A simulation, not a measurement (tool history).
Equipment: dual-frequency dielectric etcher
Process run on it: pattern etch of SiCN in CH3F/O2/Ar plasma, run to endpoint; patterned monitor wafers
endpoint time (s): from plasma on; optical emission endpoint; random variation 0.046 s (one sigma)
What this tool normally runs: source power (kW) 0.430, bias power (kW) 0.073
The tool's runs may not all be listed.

run   hour  source power (kW)  bias power (kW)  wafers since the last listed run  hours since the last wet clean  hours since the last source power generator calibration  hours since the last bias power generator calibration  hours since the last upper electrode change  incoming incoming film thickness, nm  endpoint time (s)
  1    0.0              0.430            0.073                                 0                           160.6                                                   4286.6                                                 1528.4                                       4340.3                                  5.91               15.1
  2   32.9              0.430            0.073                               390                           193.5                                                   4319.5                                                 1561.3                                       4373.2                                  6.01               15.5
  3   63.1              0.460            0.073                               358                           223.7                                                   4349.7                                                 1591.5                                       4403.4                                  5.93               14.8
  4  156.2              0.460            0.073                              1105                           316.8                                                   4442.8                                                 1684.6                                       4496.5                                  5.92               14.8
  5  188.8              0.460            0.073                               387                           349.4                                                   4475.4                                                 1717.2                                       4529.1                                  5.95               14.9
  6  216.5              0.430            0.087                               328                           377.1                                                   4503.1                                                 1744.9                                       4556.8                                  5.97               14.3
  7  231.5              0.470            0.079                               178                           392.1                                                   4518.1                                                 1759.9                                       4571.8                                  5.92               14.3
     272.8  -- upper electrode replaced
  8  273.3              0.470            0.079                               211                           433.9                                                   4559.9                                                 1801.7                                          0.5                                  5.84               14.1
  9  273.6              0.470            0.079                                 3                           434.2                                                   4560.2                                                 1802.0                                          0.8                                  5.87               14.2
     333.1  -- wet clean of the chamber
 10  333.6              0.430            0.073                               427                             0.5                                                   4620.2                                                 1862.0                                         60.8                                  5.85               15.2
 11  355.1              0.430            0.073                               255                            22.0                                                   4641.7                                                 1883.5                                         82.3                                  5.91               15.3
 12  372.7              0.430            0.073                               208                            39.6                                                   4659.3                                                 1901.1                                         99.9                                  5.89               15.2
 13  398.1              0.430            0.073                               301                            65.0                                                   4684.7                                                 1926.5                                        125.3                                  5.96               15.3
 14  421.4              0.430            0.073                               276                            88.3                                                   4708.0                                                 1949.8                                        148.6                                  5.89               15.1
 15  450.1              0.370            0.062                               340                           117.0                                                   4736.7                                                 1978.5                                        177.3                                  5.85               16.2
     471.4  -- bias power generator calibrated
 16  500.7              0.350            0.073                               553                           167.6                                                   4787.3                                                   29.3                                        227.9                                  5.93               15.9
 17  536.2              0.380            0.064                               421                           203.1                                                   4822.8                                                   64.8                                        263.4                                  5.90               16.1
 18  561.4              0.510            0.085                               299                           228.3                                                   4848.0                                                   90.0                                        288.6                                  5.91               13.8
 19  583.7              0.500            0.073                               264                           250.6                                                   4870.3                                                  112.3                                        310.9                                  5.84               14.3
 20  618.5              0.390            0.081                               413                           285.4                                                   4905.1                                                  147.1                                        345.7                                  5.96               15.0
     625.3  -- source power generator calibrated
 21  651.6              0.430            0.062                               345                           318.5                                                     26.3                                                  180.2                                        378.8                                  5.88               15.6
 22  685.3              0.360            0.063                               400                           352.2                                                     60.0                                                  213.9                                        412.5                                  5.89               16.2
 23  705.6              0.430            0.073                               241                           372.5                                                     80.3                                                  234.2                                        432.8                                  5.95               15.1
 24  734.6              0.430            0.073                               344                           401.5                                                    109.3                                                  263.2                                        461.8                                  5.85               14.8
 25  749.5              0.540            0.090                               176                           416.4                                                    124.2                                                  278.1                                        476.7                                  5.93               13.3
     785.1  -- wet clean of the chamber
 26  785.6              0.430            0.067                               143                             0.5                                                    160.3                                                  314.2                                        512.8                                  5.87               15.6
 27  801.7              0.380            0.055                               191                            16.6                                                    176.4                                                  330.3                                        528.9                                  5.93               17.1
 28  831.1              0.380            0.062                               349                            46.0                                                    205.8                                                  359.7                                        558.3                                  5.94               16.4

Below, some changes in endpoint time (s) between adjacent runs. For each, the amount present without the hidden state too (settings, incoming material, random variation) and the amount remaining for the hidden state with gauge scatter not shared by both compared results:
Hidden state at play: etch rate over this chamber's usual, %; source power that arrives over what is set, %; bias power that arrives over what is set, %.
Run 9 -> 10: source power (kW) 0.470 -> 0.430, bias power (kW) 0.079 -> 0.073, wet clean of the chamber. endpoint time (s) +1.0: hidden state +0.4, all else +0.6.
Run 17 -> 18: source power (kW) 0.380 -> 0.510, bias power (kW) 0.064 -> 0.085. endpoint time (s) -2.3: hidden state +0.0, all else -2.3.
Run 25 -> 26: source power (kW) 0.540 -> 0.430, bias power (kW) 0.090 -> 0.067, wet clean of the chamber. endpoint time (s) +2.3: hidden state +0.3, all else +2.0.
